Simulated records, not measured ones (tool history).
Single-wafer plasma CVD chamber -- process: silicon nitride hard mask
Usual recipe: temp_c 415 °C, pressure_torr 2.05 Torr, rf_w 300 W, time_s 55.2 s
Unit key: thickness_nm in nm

run,hour,temp_c,pressure_torr,rf_w,time_s,"read-back reference wafer on the same gauge, thickness_nm",thickness_nm
1,0,415,2.05,300,55.2,80.213,66.54
2,18.5,415,2.05,300,55.2,80.228,66.543
3,39.2,415,2.05,300,55.2,80.196,66.705
4,53.3,415,2.05,300,55.2,80.23,66.486
5,67.1,415,1.72,300,50.7,80.168,57.754
6,100.5,415,1.72,300,50.7,80.213,57.831
7,134.1,415,2.05,300,55.2,80.201,66.41
8,164.7,415,2.05,300,55.2,80.178,66.549
9,191.2,415,1.86,300,55.2,80.19,64.336
10,223.7,415,1.86,300,55.2,80.179,64.378
11,255,415,2.24,300,55.2,80.207,68.281
# hour 297.7: showerhead replaced
12,298.2,415,2.24,300,55.2,80.214,68.15
13,314.1,415,2.05,300,46.4,80.189,55.604
14,336.2,415,2.05,300,46.4,80.209,55.843
# hour 356.2: capacitance manometer re-zeroed and calibrated
15,357.7,415,1.78,300,55.2,80.218,63.123
16,388.1,415,2.05,300,55.2,80.168,66.227
17,419.1,415,2.24,325,59.4,80.18,77.255
18,438,426,1.86,335,62.6,80.196,78.384
# hour 440.4: gauge calibrated
# hour 454.2: thermocouple changed; heater temperature recalibrated
# hour 463: RF generator calibrated
19,471.4,405,2.25,300,55.2,80.174,65.298

Expected results for the next run?
20,505.1,404,1.57,300,55.2,?,?

{"run 20": {"read-back reference wafer on the same gauge, thickness_nm": 80.215, "thickness_nm": 58.198}}
With the hidden condition absent and the run-to-run variation left alone, this run would have shown thickness_nm 63.25 nm.
